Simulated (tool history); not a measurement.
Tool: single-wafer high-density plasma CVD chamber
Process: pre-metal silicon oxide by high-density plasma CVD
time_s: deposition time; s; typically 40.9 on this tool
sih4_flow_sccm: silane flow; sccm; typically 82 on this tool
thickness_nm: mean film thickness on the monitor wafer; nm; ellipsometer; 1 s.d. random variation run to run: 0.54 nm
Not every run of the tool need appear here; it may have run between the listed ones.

| run | hour | time_s | sih4_flow_sccm | read-back reference wafer on the same gauge, thickness_nm | thickness_nm |
|---|---|---|---|---|---|
| 1 | 0.0 | 40.9 | 82 | 316.778 | 380.186 |
| 2 | 31.0 | 40.9 | 82 | 316.954 | 380.104 |
| 3 | 54.1 | 40.9 | 82 | 316.867 | 380.606 |
| 4 | 71.3 | 40.9 | 82 | 316.918 | 380.126 |
| 5 | 150.1 | 40.9 | 82 | 317.144 | 380.687 |
| 6 | 162.9 | 40.9 | 82 | 316.878 | 381.369 |
| 7 | 176.8 | 40.9 | 82 | 317.007 | 381.404 |
| 8 | 199.0 | 40.9 | 82 | 316.995 | 381.783 |
| 9 | 217.9 | 40.9 | 82 | 317.146 | 381.840 |
| 10 | 237.6 | 40.9 | 82 | 317.064 | 382.330 |
|  | 245.0 | gauge calibrated |
|  | 259.5 | silane flow controller replaced |
| 11 | 260.0 | 40.9 | 82 | 317.028 | 364.099 |
| 12 | 284.0 | 36.8 | 76 | 316.977 | 304.959 |
| 13 | 316.2 | 33.0 | 76 | 317.186 | 273.561 |
| 14 | 340.1 | 40.9 | 90 | 317.133 | 396.643 |
| 15 | 367.8 | 40.9 | 82 | 317.190 | 364.708 |
| 16 | 401.7 | 44.6 | 91 | 316.906 | 438.900 |
| 17 | 418.1 | 47.6 | 91 | 316.752 | 467.018 |
| 18 | 436.3 | 40.9 | 82 | 316.966 | 363.797 |
| 19 | 458.2 | 46.2 | 94 | 317.026 | 467.996 |
| 20 | 470.5 | 40.9 | 76 | 317.009 | 339.106 |
| 21 | 517.0 | 44.8 | 68 | 316.755 | 334.689 |
| 22 | 533.6 | 40.9 | 82 | 317.048 | 364.206 |

3 options for the next run, each taken on its own from the tool as it stands now. Forecast them:
| A | 534.0 | 40.9 | 93 | ? | ? |
| B | 534.0 | 40.9 | 70 | ? | ? |
| C | 534.0 | 47.9 | 96 | ? | ? |

| run | read-back reference wafer on the same gauge, thickness_nm | thickness_nm |
|---|---|---|
| A | 316.965 | 409.740 |
| B | 316.965 | 313.227 |
| C | 316.965 | 494.610 |
Take away the tool's hidden state, keep each run's random variation, and the runs would have read:
| run | thickness_nm |
|---|---|
| A | 408.157 |
| B | 312.017 |
| C | 492.699 |

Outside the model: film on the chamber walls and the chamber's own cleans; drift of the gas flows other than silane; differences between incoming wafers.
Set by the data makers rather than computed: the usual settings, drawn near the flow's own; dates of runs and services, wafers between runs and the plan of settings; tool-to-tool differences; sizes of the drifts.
